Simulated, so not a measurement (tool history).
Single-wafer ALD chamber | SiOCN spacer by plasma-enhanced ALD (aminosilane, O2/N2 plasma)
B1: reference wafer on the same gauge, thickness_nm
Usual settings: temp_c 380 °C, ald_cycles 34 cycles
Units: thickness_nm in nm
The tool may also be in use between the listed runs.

Run 1, day 0.000: usual settings; B1 2.047. Result: thickness_nm 2.051 nm.
Run 2, day 3.438: usual settings; B1 2.049. Result: thickness_nm 2.064 nm.
Run 3, day 7.675: usual settings but temp_c 375 °C, ald_cycles 29 cycles; B1 2.055. Result: thickness_nm 1.764 nm.
Run 4, day 12.050: usual settings but temp_c 375 °C, ald_cycles 29 cycles; B1 2.061. Result: thickness_nm 1.774 nm.
Run 5, day 15.429: usual settings but temp_c 370 °C; B1 2.065. Result: thickness_nm 2.083 nm.
Run 6, day 18.975: usual settings but ald_cycles 32 cycles; B1 2.071. Result: thickness_nm 1.958 nm.
Run 7, day 21.279: usual settings but ald_cycles 32 cycles; B1 2.076. Result: thickness_nm 1.967 nm.
Run 8, day 23.483: usual settings but ald_cycles 37 cycles; B1 2.079. Result: thickness_nm 2.275 nm.
Run 9, day 27.529: usual settings; B1 2.087. Result: thickness_nm 2.101 nm.
At day 29.242: gauge calibrated.
Run 10, day 30.662: usual settings; B1 2.028. Result: thickness_nm 2.044 nm.
Run 11, day 33.967: usual settings; B1 2.028. Result: thickness_nm 2.047 nm.
Run 12, day 36.192: usual settings but temp_c 373 °C, ald_cycles 38 cycles; B1 2.029. Result: thickness_nm 2.288 nm.
Run 13, day 38.892: usual settings but temp_c 369 °C, ald_cycles 39 cycles; B1 2.029. Result: thickness_nm 2.346 nm.
Run 14, day 42.679: usual settings but temp_c 368 °C; B1 2.030. Result: thickness_nm 2.047 nm.
At day 44.350: thermocouple changed; heater temperature recalibrated.
Run 15, day 46.396: usual settings; B1 2.033. Result: thickness_nm 2.048 nm.
Run 16, day 49.450: usual settings but temp_c 372 °C; B1 2.034. Result: thickness_nm 2.054 nm.
Run 17, day 53.129: usual settings but temp_c 376 °C, ald_cycles 36 cycles; B1 2.037. Result: thickness_nm 2.168 nm.
Run 18, day 55.117: usual settings but temp_c 387 °C, ald_cycles 38 cycles; B1 2.038. Result: thickness_nm 2.294 nm.
Run 19, day 58.392: usual settings; B1 2.041. Result: thickness_nm 2.056 nm.
Run 20, day 60.729: usual settings but temp_c 367 °C, ald_cycles 39 cycles; B1 2.044. Result: thickness_nm 2.367 nm.
Run 21, day 63.183: usual settings but temp_c 375 °C, ald_cycles 29 cycles; B1 2.045. Result: thickness_nm 1.761 nm.
Run 22, day 65.450: usual settings but temp_c 373 °C; B1 2.049. Result: thickness_nm 2.063 nm.

Forecast each of these 4 alternatives for the next run:
Run A, day 65.471: usual settings; B1 ?. Result: thickness_nm ?.
Run B, day 65.471: usual settings but temp_c 393 °C, ald_cycles 31 cycles; B1 ?. Result: thickness_nm ?.
Run C, day 65.471: usual settings but temp_c 390 °C, ald_cycles 30 cycles; B1 ?. Result: thickness_nm ?.
Run D, day 65.471: usual settings but temp_c 391 °C; B1 ?. Result: thickness_nm ?.

run     B1  thickness_nm
  A  2.048         2.065
  B  2.048         1.883
  C  2.048         1.822
  D  2.048         2.065
Without the tool's hidden state the same runs would have given:
run  thickness_nm
  A         2.047
  B         1.866
  C         1.806
  D         2.047
